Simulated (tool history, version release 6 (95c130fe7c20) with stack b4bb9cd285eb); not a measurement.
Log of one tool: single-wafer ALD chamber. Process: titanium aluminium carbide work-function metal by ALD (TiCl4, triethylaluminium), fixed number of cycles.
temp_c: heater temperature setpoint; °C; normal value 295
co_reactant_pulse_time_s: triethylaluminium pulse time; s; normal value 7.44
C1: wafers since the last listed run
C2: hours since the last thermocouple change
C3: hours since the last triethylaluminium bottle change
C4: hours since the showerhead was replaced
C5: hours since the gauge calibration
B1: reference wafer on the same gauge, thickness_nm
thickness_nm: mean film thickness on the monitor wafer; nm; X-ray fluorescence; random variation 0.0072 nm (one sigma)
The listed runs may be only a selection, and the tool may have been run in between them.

run 1 hour=0.0 | temp_c=295 co_reactant_pulse_time_s=7.44 | C1=0 C2=1032.6 C3=531.5 C4=756.1 C5=355.0 | B1=2.101 | thickness_nm=2.003
run 2 hour=47.6 | temp_c=295 co_reactant_pulse_time_s=7.44 | C1=659 C2=1080.2 C3=579.1 C4=803.7 C5=402.6 | B1=2.098 | thickness_nm=2.001
run 3 hour=142.0 | temp_c=301 co_reactant_pulse_time_s=9.64 | C1=1307 C2=1174.6 C3=673.5 C4=898.1 C5=497.0 | B1=2.099 | thickness_nm=2.123
run 4 hour=192.2 | temp_c=295 co_reactant_pulse_time_s=7.44 | C1=695 C2=1224.8 C3=723.7 C4=948.3 C5=547.2 | B1=2.101 | thickness_nm=2.014
-- hour=266.3 triethylaluminium bottle replaced
run 5 hour=411.0 | temp_c=291 co_reactant_pulse_time_s=9.78 | C1=2920 C2=1443.6 C3=144.7 C4=1167.1 C5=766.0 | B1=2.097 | thickness_nm=2.032
run 6 hour=499.0 | temp_c=286 co_reactant_pulse_time_s=6.63 | C1=1219 C2=1531.6 C3=232.7 C4=1255.1 C5=854.0 | B1=2.104 | thickness_nm=1.901
run 7 hour=570.9 | temp_c=286 co_reactant_pulse_time_s=6.63 | C1=996 C2=1603.5 C3=304.6 C4=1327.0 C5=925.9 | B1=2.099 | thickness_nm=1.925
-- hour=655.0 thermocouple changed; heater temperature recalibrated
run 8 hour=671.1 | temp_c=286 co_reactant_pulse_time_s=6.63 | C1=1277 C2=16.1 C3=404.8 C4=1427.2 C5=1026.1 | B1=2.101 | thickness_nm=1.782
run 9 hour=738.5 | temp_c=291 co_reactant_pulse_time_s=7.44 | C1=933 C2=83.5 C3=472.2 C4=1494.6 C5=1093.5 | B1=2.098 | thickness_nm=1.872
run 10 hour=813.1 | temp_c=295 co_reactant_pulse_time_s=9.71 | C1=1033 C2=158.1 C3=546.8 C4=1569.2 C5=1168.1 | B1=2.101 | thickness_nm=1.964
run 11 hour=863.3 | temp_c=295 co_reactant_pulse_time_s=9.71 | C1=695 C2=208.3 C3=597.0 C4=1619.4 C5=1218.3 | B1=2.101 | thickness_nm=1.958
run 12 hour=938.2 | temp_c=295 co_reactant_pulse_time_s=9.71 | C1=1037 C2=283.2 C3=671.9 C4=1694.3 C5=1293.2 | B1=2.098 | thickness_nm=1.962
run 13 hour=1044.5 | temp_c=283 co_reactant_pulse_time_s=8.29 | C1=1472 C2=389.5 C3=778.2 C4=1800.6 C5=1399.5 | B1=2.102 | thickness_nm=1.815
run 14 hour=1102.9 | temp_c=283 co_reactant_pulse_time_s=8.29 | C1=809 C2=447.9 C3=836.6 C4=1859.0 C5=1457.9 | B1=2.096 | thickness_nm=1.818
-- hour=1122.0 thermocouple changed; heater temperature recalibrated, repeated, since the last time left the tool worse
-- hour=1125.7 triethylaluminium bottle replaced
run 15 hour=1202.0 | temp_c=295 co_reactant_pulse_time_s=7.44 | C1=1212 C2=80.0 C3=76.3 C4=1958.1 C5=1557.0 | B1=2.101 | thickness_nm=1.967
run 16 hour=1272.0 | temp_c=295 co_reactant_pulse_time_s=7.44 | C1=969 C2=150.0 C3=146.3 C4=2028.1 C5=1627.0 | B1=2.099 | thickness_nm=1.985
run 17 hour=1326.4 | temp_c=291 co_reactant_pulse_time_s=9.72 | C1=753 C2=204.4 C3=200.7 C4=2082.5 C5=1681.4 | B1=2.094 | thickness_nm=2.004
run 18 hour=1375.6 | temp_c=289 co_reactant_pulse_time_s=9.68 | C1=681 C2=253.6 C3=249.9 C4=2131.7 C5=1730.6 | B1=2.102 | thickness_nm=1.975
run 19 hour=1426.0 | temp_c=309 co_reactant_pulse_time_s=8.43 | C1=698 C2=304.0 C3=300.3 C4=2182.1 C5=1781.0 | B1=2.104 | thickness_nm=2.129
-- hour=1471.2 gauge calibrated
run 20 hour=1525.6 | temp_c=283 co_reactant_pulse_time_s=5.85 | C1=1379 C2=403.6 C3=399.9 C4=2281.7 C5=54.4 | B1=2.098 | thickness_nm=1.806
run 21 hour=1606.2 | temp_c=295 co_reactant_pulse_time_s=7.44 | C1=1116 C2=484.2 C3=480.5 C4=2362.3 C5=135.0 | B1=2.099 | thickness_nm=1.978
run 22 hour=1891.8 | temp_c=308 co_reactant_pulse_time_s=9.33 | C1=3956 C2=769.8 C3=766.1 C4=2647.9 C5=420.6 | B1=2.097 | thickness_nm=2.158
-- hour=1947.2 showerhead replaced
run 23 hour=1960.3 | temp_c=295 co_reactant_pulse_time_s=7.44 | C1=838 C2=838.3 C3=834.6 C4=13.1 C5=489.1 | B1=2.105 | thickness_nm=1.981
-- hour=2031.5 triethylaluminium bottle replaced
run 24 hour=2034.6 | temp_c=303 co_reactant_pulse_time_s=8.64 | C1=918 C2=912.6 C3=3.1 C4=87.4 C5=563.4 | B1=2.102 | thickness_nm=2.109
run 25 hour=2113.8 | temp_c=295 co_reactant_pulse_time_s=8.71 | C1=1097 C2=991.8 C3=82.3 C4=166.6 C5=642.6 | B1=2.101 | thickness_nm=2.024
run 26 hour=2226.7 | temp_c=281 co_reactant_pulse_time_s=5.89 | C1=1564 C2=1104.7 C3=195.2 C4=279.5 C5=755.5 | B1=2.102 | thickness_nm=1.809
run 27 hour=2280.9 | temp_c=291 co_reactant_pulse_time_s=8.29 | C1=750 C2=1158.9 C3=249.4 C4=333.7 C5=809.7 | B1=2.100 | thickness_nm=1.997

The next listed run, before its measurement:
run 28 hour=2387.0 | temp_c=295 co_reactant_pulse_time_s=7.44 | C1=1469 C2=1265.0 C3=355.5 C4=439.8 C5=915.8 | B1=? | thickness_nm=?

B1: 2.103
thickness_nm: 2.002 nm
Were there no unlogged condition in the tool, this run, its random variation unchanged, would have produced thickness_nm 1.974 nm.
